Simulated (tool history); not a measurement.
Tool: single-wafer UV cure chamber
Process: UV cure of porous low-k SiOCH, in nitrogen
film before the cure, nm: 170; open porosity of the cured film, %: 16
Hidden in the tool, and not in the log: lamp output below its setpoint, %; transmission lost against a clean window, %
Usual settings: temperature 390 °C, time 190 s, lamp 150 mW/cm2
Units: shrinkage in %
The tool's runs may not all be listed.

run    hour  temperature  time  lamp  wafers since the last listed run  hours since the UV bulbs were replaced  wafers since the quartz window was cleaned  shrinkage
  1     0.0          390   190   150                                 0                                  1720.1                                        1963     11.545
  2    54.4          390   190   150                               194                                  1774.5                                        2158     11.476
      101.4  -- quartz window cleaned
  3   137.0          398   190   150                               266                                  1857.1                                         127     11.477
  4   228.5          390   190   150                               327                                  1948.6                                         454     11.461
  5   274.0          390   190   150                               162                                  1994.1                                         617     11.488
  6   374.4          404   190   120                               359                                  2094.5                                         976     10.644
  7   437.8          390   190   150                               226                                  2157.9                                        1203     11.554
  8   510.0          390   245   150                               258                                  2230.1                                        1461     12.534
  9   570.6          390   190   150                               216                                  2290.7                                        1678     11.471
 10   635.2          390   190   150                               231                                  2355.3                                        1909     11.491
 11   730.5          390   190   150                               340                                  2450.6                                        2250     11.270
 12   825.7          390   190   150                               340                                  2545.8                                        2591     11.122
      834.0  -- quartz window cleaned
 13   874.5          390   190   150                               145                                  2594.6                                         145     11.222
 14   914.8          390   190   150                               144                                  2634.9                                         289     11.197
 15   995.0          390   220   167                               286                                  2715.1                                         576     12.391
 16  1083.6          390   220   167                               317                                  2803.7                                         893     12.360
 17  1260.9          390   220   167                               634                                  2981.0                                        1527     12.457
 18  1371.8          390   190   150                               396                                  3091.9                                        1924     11.168
     1394.5  -- UV bulbs replaced
 19  1434.5          390   275   150                               195                                    40.0                                        2120     13.866
 20  1489.7          390   275   150                               197                                    95.2                                        2317     13.709
     1542.1  -- quartz window cleaned
 21  1544.7          390   275   150                               168                                   150.2                                           9     13.996
 22  1637.0          390   190   150                               330                                   242.5                                         339     12.231
 23  1725.8          390   190   150                               317                                   331.3                                         657     12.128
 24  1797.9          406   190   150                               257                                   403.4                                         915     12.357
 25  1869.3          390   190   150                               255                                   474.8                                        1170     12.295
 26  1931.2          390   190   150                               221                                   536.7                                        1392     12.072
 27  1970.5          377   280   165                               140                                   576.0                                        1532     13.956
 28  2055.2          390   190   150                               303                                   660.7                                        1835     12.026
 29  2113.8          370   190   150                               209                                   719.3                                        2045     11.560
 30  2205.1          390   255   150                               326                                   810.6                                        2372     13.643
     2254.1  -- quartz window cleaned
 31  2276.8          395   160   150                               227                                   882.3                                          81     11.324
 32  2349.1          390   105   135                               258                                   954.6                                         339      8.951
 33  2410.0          390   190   150                               217                                  1015.5                                         557     12.055
 34  2448.9          380   260   173                               139                                  1054.4                                         696     13.739
 35  2527.9          390   295   170                               282                                  1133.4                                         979     14.315
 36  2574.8          390   155   182                               167                                  1180.3                                        1147     11.980
 37  2640.3          381   285   162                               234                                  1245.8                                        1381     13.905
 38  2742.4          371   190   150                               365                                  1347.9                                        1747     11.284
 39  2822.8          390   105   135                               287                                  1428.3                                        2034      8.814
     2870.8  -- quartz window cleaned
 40  2871.3          378   190   150                               144                                  1476.8                                           1     11.755
 41  2915.5          404   240   150                               158                                  1521.0                                         159     13.042
 42  2963.8          407   155   111                               172                                  1569.3                                         332      9.905
 43  3040.2          390   105   150                               273                                  1645.7                                         606      9.279
 44  3095.0          384   190   137                               196                                  1700.5                                         802     11.219
 45  3148.9          390   190   181                               192                                  1754.4                                         995     12.596
 46  3202.6          409   265   120                               192                                  1808.1                                        1187     12.589
 47  3263.2          390   220   169                               216                                  1868.7                                        1403     12.860
 48  3342.4          390   190   150                               283                                  1947.9                                        1687     11.722
 49  3413.8          390   105   117                               255                                  2019.3                                        1942      8.005

How the hidden state differs across the entries between the runs, from the last listed run before each to the first after it:
Between runs 2 and 3: quartz window cleaned (hour 101.4)
  lamp output below its setpoint, %: 14.5 -> 15.1
  measured less the result without the state, shrinkage: -0.696 -> -0.720 %
Between runs 12 and 13: quartz window cleaned (hour 834.0)
  lamp output below its setpoint, %: 19.7 -> 20.1
  measured less the result without the state, shrinkage: -0.963 -> -0.992 %
Between runs 18 and 19: UV bulbs replaced (hour 1394.5)
  lamp output below its setpoint, %: 23.4 -> 0.653
  measured less the result without the state, shrinkage: -1.193 -> -0.030 %
Between runs 20 and 21: quartz window cleaned (hour 1542.1)
  lamp output below its setpoint, %: 1.02 -> 1.39
  measured less the result without the state, shrinkage: -0.047 -> -0.065 %
Between runs 30 and 31: quartz window cleaned (hour 2254.1)
  lamp output below its setpoint, %: 5.83 -> 6.32
  measured less the result without the state, shrinkage: -0.282 -> -0.289 %
Between runs 39 and 40: quartz window cleaned (hour 2870.8)
  lamp output below its setpoint, %: 9.99 -> 10.3
  measured less the result without the state, shrinkage: -0.431 -> -0.493 %

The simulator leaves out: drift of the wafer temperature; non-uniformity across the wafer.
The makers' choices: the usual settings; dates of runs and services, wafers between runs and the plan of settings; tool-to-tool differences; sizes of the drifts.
